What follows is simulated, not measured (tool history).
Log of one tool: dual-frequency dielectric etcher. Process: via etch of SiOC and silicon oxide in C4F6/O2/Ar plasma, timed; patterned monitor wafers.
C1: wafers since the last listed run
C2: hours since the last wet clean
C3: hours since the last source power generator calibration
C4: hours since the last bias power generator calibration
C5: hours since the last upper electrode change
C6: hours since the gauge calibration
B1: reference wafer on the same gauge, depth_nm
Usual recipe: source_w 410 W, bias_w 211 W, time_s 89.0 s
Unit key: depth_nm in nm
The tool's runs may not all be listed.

Run 1, hour 0.0: usual settings; C1 0; C2 570.9; C3 1841.3; C4 4001.5; C5 2396.3; C6 601.7; B1 96.0. Result: depth_nm 107.4 nm.
Run 2, hour 7.6: usual settings; C1 83; C2 578.5; C3 1848.9; C4 4009.1; C5 2403.9; C6 609.3; B1 96.1. Result: depth_nm 108.4 nm.
Run 3, hour 22.9: usual settings; C1 168; C2 593.8; C3 1864.2; C4 4024.4; C5 2419.2; C6 624.6; B1 96.0. Result: depth_nm 108.2 nm.
Run 4, hour 33.0: usual settings; C1 110; C2 603.9; C3 1874.3; C4 4034.5; C5 2429.3; C6 634.7; B1 96.0. Result: depth_nm 108.6 nm.
Run 5, hour 45.6: usual settings but source_w 350 W; C1 138; C2 616.5; C3 1886.9; C4 4047.1; C5 2441.9; C6 647.3; B1 96.0. Result: depth_nm 103.9 nm.
Run 6, hour 53.9: usual settings; C1 91; C2 624.8; C3 1895.2; C4 4055.4; C5 2450.2; C6 655.6; B1 96.0. Result: depth_nm 107.8 nm.
Run 7, hour 63.0: usual settings; C1 99; C2 633.9; C3 1904.3; C4 4064.5; C5 2459.3; C6 664.7; B1 96.0. Result: depth_nm 108.6 nm.
At hour 66.0: gauge calibrated.
Run 8, hour 69.9: usual settings; C1 75; C2 640.8; C3 1911.2; C4 4071.4; C5 2466.2; C6 3.9; B1 96.0. Result: depth_nm 108.9 nm.
Run 9, hour 77.3: usual settings but source_w 310 W, bias_w 256 W; C1 81; C2 648.2; C3 1918.6; C4 4078.8; C5 2473.6; C6 11.3; B1 95.9. Result: depth_nm 106.5 nm.
At hour 86.1: source power generator calibrated.
Run 10, hour 86.6: usual settings but bias_w 223 W; C1 58; C2 657.5; C3 0.5; C4 4088.1; C5 2482.9; C6 20.6; B1 96.1. Result: depth_nm 109.5 nm.
Run 11, hour 101.1: usual settings but bias_w 174 W; C1 159; C2 672.0; C3 15.0; C4 4102.6; C5 2497.4; C6 35.1; B1 95.9. Result: depth_nm 102.5 nm.
At hour 125.3: upper electrode replaced.
Run 12, hour 125.8: usual settings but source_w 320 W, bias_w 242 W, time_s 69.5 s; C1 7; C2 696.7; C3 39.7; C4 4127.3; C5 0.5; C6 59.8; B1 96.0. Result: depth_nm 82.0 nm.
Run 13, hour 126.2: usual settings but source_w 360 W, bias_w 174 W, time_s 104.5 s; C1 4; C2 697.1; C3 40.1; C4 4127.7; C5 0.9; C6 60.2; B1 95.9. Result: depth_nm 116.5 nm.
At hour 154.1: wet clean of the chamber.
Run 14, hour 154.6: usual settings but source_w 340 W, bias_w 228 W, time_s 107.0 s; C1 48; C2 0.5; C3 68.5; C4 4156.1; C5 29.3; C6 88.6; B1 96.0. Result: depth_nm 126.3 nm.
Run 15, hour 154.9: usual settings; C1 3; C2 0.8; C3 68.8; C4 4156.4; C5 29.6; C6 88.9; B1 96.1. Result: depth_nm 108.1 nm.
Run 16, hour 155.2: usual settings but source_w 340 W; C1 3; C2 1.1; C3 69.1; C4 4156.7; C5 29.9; C6 89.2; B1 96.1. Result: depth_nm 103.0 nm.
At hour 197.3: bias power generator calibrated.
Run 17, hour 202.3: usual settings but source_w 510 W, bias_w 250 W, time_s 64.0 s; C1 473; C2 48.2; C3 116.2; C4 5.0; C5 77.0; C6 136.3; B1 96.0. Result: depth_nm 86.7 nm.
Run 18, hour 220.2: usual settings but time_s 103.0 s; C1 196; C2 66.1; C3 134.1; C4 22.9; C5 94.9; C6 154.2; B1 96.0. Result: depth_nm 126.1 nm.
Run 19, hour 228.2: usual settings but bias_w 239 W, time_s 110.5 s; C1 87; C2 74.1; C3 142.1; C4 30.9; C5 102.9; C6 162.2; B1 95.9. Result: depth_nm 139.1 nm.
Run 20, hour 241.7: usual settings; C1 148; C2 87.6; C3 155.6; C4 44.4; C5 116.4; C6 175.7; B1 96.0. Result: depth_nm 108.1 nm.
Run 21, hour 256.4: usual settings but bias_w 176 W; C1 161; C2 102.3; C3 170.3; C4 59.1; C5 131.1; C6 190.4; B1 96.0. Result: depth_nm 103.4 nm.
Run 22, hour 271.0: usual settings but time_s 99.0 s; C1 160; C2 116.9; C3 184.9; C4 73.7; C5 145.7; C6 205.0; B1 96.0. Result: depth_nm 120.0 nm.
Run 23, hour 281.0: usual settings but source_w 480 W, bias_w 178 W, time_s 99.0 s; C1 109; C2 126.9; C3 194.9; C4 83.7; C5 155.7; C6 215.0; B1 96.1. Result: depth_nm 120.9 nm.
Run 24, hour 287.4: usual settings but bias_w 231 W, time_s 78.5 s; C1 70; C2 133.3; C3 201.3; C4 90.1; C5 162.1; C6 221.4; B1 96.0. Result: depth_nm 97.8 nm.
Run 25, hour 298.0: usual settings but source_w 450 W; C1 116; C2 143.9; C3 211.9; C4 100.7; C5 172.7; C6 232.0; B1 96.0. Result: depth_nm 111.2 nm.
Run 26, hour 305.4: usual settings but source_w 500 W, bias_w 159 W, time_s 97.5 s; C1 81; C2 151.3; C3 219.3; C4 108.1; C5 180.1; C6 239.4; B1 96.0. Result: depth_nm 116.8 nm.
Run 27, hour 321.2: usual settings but bias_w 160 W; C1 173; C2 167.1; C3 235.1; C4 123.9; C5 195.9; C6 255.2; B1 95.9. Result: depth_nm 101.0 nm.
Run 28, hour 328.8: usual settings but source_w 440 W, bias_w 252 W, time_s 74.0 s; C1 83; C2 174.7; C3 242.7; C4 131.5; C5 203.5; C6 262.8; B1 96.0. Result: depth_nm 96.4 nm.
Run 29, hour 345.8: usual settings but bias_w 258 W; C1 186; C2 191.7; C3 259.7; C4 148.5; C5 220.5; C6 279.8; B1 95.9. Result: depth_nm 114.6 nm.
Run 30, hour 361.3: usual settings but source_w 440 W, bias_w 181 W, time_s 108.5 s; C1 170; C2 207.2; C3 275.2; C4 164.0; C5 236.0; C6 295.3; B1 95.9. Result: depth_nm 128.7 nm.
Run 31, hour 377.1: usual settings; C1 173; C2 223.0; C3 291.0; C4 179.8; C5 251.8; C6 311.1; B1 96.0. Result: depth_nm 108.2 nm.

State the hidden condition of the tool at each of the runs:
etch rate over this chamber's usual, %: 0 across all the runs
source power that arrives over what is set, %: 0 across all the runs
bias power that arrives over what is set, %: 0 across all the runs
gauge reads high (%): 0 across all the runs

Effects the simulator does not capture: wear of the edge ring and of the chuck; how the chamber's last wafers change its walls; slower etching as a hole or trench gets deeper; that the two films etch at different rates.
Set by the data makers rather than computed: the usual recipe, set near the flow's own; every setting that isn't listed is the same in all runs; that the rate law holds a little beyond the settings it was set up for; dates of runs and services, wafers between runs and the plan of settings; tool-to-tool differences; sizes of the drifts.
